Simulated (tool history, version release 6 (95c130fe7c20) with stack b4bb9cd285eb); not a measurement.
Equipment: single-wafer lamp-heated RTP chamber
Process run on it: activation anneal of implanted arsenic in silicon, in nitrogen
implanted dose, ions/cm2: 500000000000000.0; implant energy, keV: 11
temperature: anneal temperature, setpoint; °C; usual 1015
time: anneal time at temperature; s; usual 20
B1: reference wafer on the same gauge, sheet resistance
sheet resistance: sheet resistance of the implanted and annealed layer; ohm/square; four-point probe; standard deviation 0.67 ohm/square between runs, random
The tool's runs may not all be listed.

run 1 hour=0 | temperature=1015 time=17 | B1=205.29 | sheet_resistance=229.31
run 2 hour=71.6 | temperature=1015 time=17 | B1=205.21 | sheet_resistance=228.6
run 3 hour=102.2 | temperature=1015 time=26 | B1=204.94 | sheet_resistance=224.89
run 4 hour=161.7 | temperature=1015 time=26 | B1=204.87 | sheet_resistance=225.44
-- hour=174.3 pyrometer window cleaned and pyrometer calibrated
run 5 hour=225.4 | temperature=1015 time=20 | B1=205.08 | sheet_resistance=227.88
run 6 hour=278.9 | temperature=1015 time=20 | B1=204.84 | sheet_resistance=228.3
-- hour=293.9 reflector plate cleaned
run 7 hour=327.6 | temperature=1015 time=20 | B1=204.85 | sheet_resistance=228.03
run 8 hour=399.5 | temperature=995 time=20 | B1=205.01 | sheet_resistance=233.45
run 9 hour=430.4 | temperature=1015 time=20 | B1=205.09 | sheet_resistance=228.21
run 10 hour=457.8 | temperature=1015 time=20 | B1=205.27 | sheet_resistance=228.04
run 11 hour=495.3 | temperature=1015 time=20 | B1=204.91 | sheet_resistance=228.51
-- hour=562.2 pyrometer window cleaned and pyrometer calibrated
run 12 hour=562.7 | temperature=1015 time=12 | B1=204.99 | sheet_resistance=232.53
run 13 hour=630.3 | temperature=1006 time=20 | B1=205.08 | sheet_resistance=230.86
run 14 hour=694 | temperature=1006 time=20 | B1=205.02 | sheet_resistance=230.99
-- hour=756.4 reflector plate cleaned
run 15 hour=756.9 | temperature=1006 time=20 | B1=204.86 | sheet_resistance=230.07
run 16 hour=812.4 | temperature=1015 time=20 | B1=205.42 | sheet_resistance=227.3
run 17 hour=877.6 | temperature=1044 time=25 | B1=204.96 | sheet_resistance=216.71
run 18 hour=904.8 | temperature=1015 time=20 | B1=205.07 | sheet_resistance=228.27
-- hour=931.7 pyrometer window cleaned and pyrometer calibrated
run 19 hour=954.5 | temperature=1032 time=20 | B1=204.69 | sheet_resistance=223.19
run 20 hour=979.9 | temperature=1027 time=20 | B1=205.07 | sheet_resistance=224.74
run 21 hour=1018.6 | temperature=994 time=29 | B1=205.06 | sheet_resistance=229.37
run 22 hour=1083.3 | temperature=1003 time=26 | B1=205.25 | sheet_resistance=227.85
run 23 hour=1114.1 | temperature=1038 time=25 | B1=204.93 | sheet_resistance=218.19
-- hour=1114.3 gauge calibrated
run 24 hour=1161.5 | temperature=1015 time=20 | B1=205.1 | sheet_resistance=228.06
-- hour=1204.3 reflector plate cleaned
run 25 hour=1204.8 | temperature=1015 time=20 | B1=204.98 | sheet_resistance=228.37

For run 26, what comes out?
run 26 hour=1268.1 | temperature=1015 time=20 | B1=? | sheet_resistance=?

Run 26 came out at B1 205.01, sheet resistance 227.6 ohm/square.
On a tool with no hidden condition, and with the same random variation, this run would have come out at sheet resistance 227.6 ohm/square.
